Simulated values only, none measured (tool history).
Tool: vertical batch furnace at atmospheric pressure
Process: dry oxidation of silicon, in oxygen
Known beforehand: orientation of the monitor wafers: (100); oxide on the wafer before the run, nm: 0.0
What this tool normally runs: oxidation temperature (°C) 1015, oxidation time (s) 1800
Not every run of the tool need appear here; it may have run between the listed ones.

| run | hour | oxidation temperature (°C) | oxidation time (s) | read-back reference wafer on the same gauge, thickness | oxide thickness on the monitor wafer (Å) |
|---|---|---|---|---|---|
| 1 | 0.0 | 1015 | 1800 | 34.22 | 362.7 |
| 2 | 25.7 | 1015 | 1620 | 34.17 | 339.3 |
| 3 | 61.7 | 1015 | 1620 | 34.24 | 343.5 |
| 4 | 82.4 | 1015 | 1800 | 34.15 | 360.9 |
| 5 | 113.5 | 1015 | 1800 | 34.16 | 360.4 |
| 6 | 139.4 | 1015 | 2160 | 34.15 | 405.4 |
| 7 | 163.1 | 1015 | 1800 | 34.17 | 359.3 |
| 8 | 176.2 | 1027 | 2340 | 34.21 | 468.8 |
| 9 | 205.8 | 991 | 2580 | 34.22 | 354.9 |
|  | 231.6 | boat lift adjusted |
| 10 | 232.1 | 1015 | 1800 | 34.18 | 364.1 |
| 11 | 236.9 | 1029 | 2370 | 34.22 | 481.9 |
|  | 266.2 | gauge calibrated |
|  | 271.2 | thermocouples replaced and temperature profile calibrated |
| 12 | 271.7 | 1027 | 1440 | 34.18 | 353.7 |
| 13 | 282.5 | 1015 | 1800 | 34.19 | 364.0 |

Run 14, settings as shown, results not yet in. Your forecast:
| 14 | 303.3 | 1037 | 2340 | ? | ? |

Run 14 came out at read-back reference wafer on the same gauge, thickness 34.24, oxide thickness on the monitor wafer (Å) 516.4.
With no hidden state in the tool, this same run would have given oxide thickness on the monitor wafer (Å) 516.4.

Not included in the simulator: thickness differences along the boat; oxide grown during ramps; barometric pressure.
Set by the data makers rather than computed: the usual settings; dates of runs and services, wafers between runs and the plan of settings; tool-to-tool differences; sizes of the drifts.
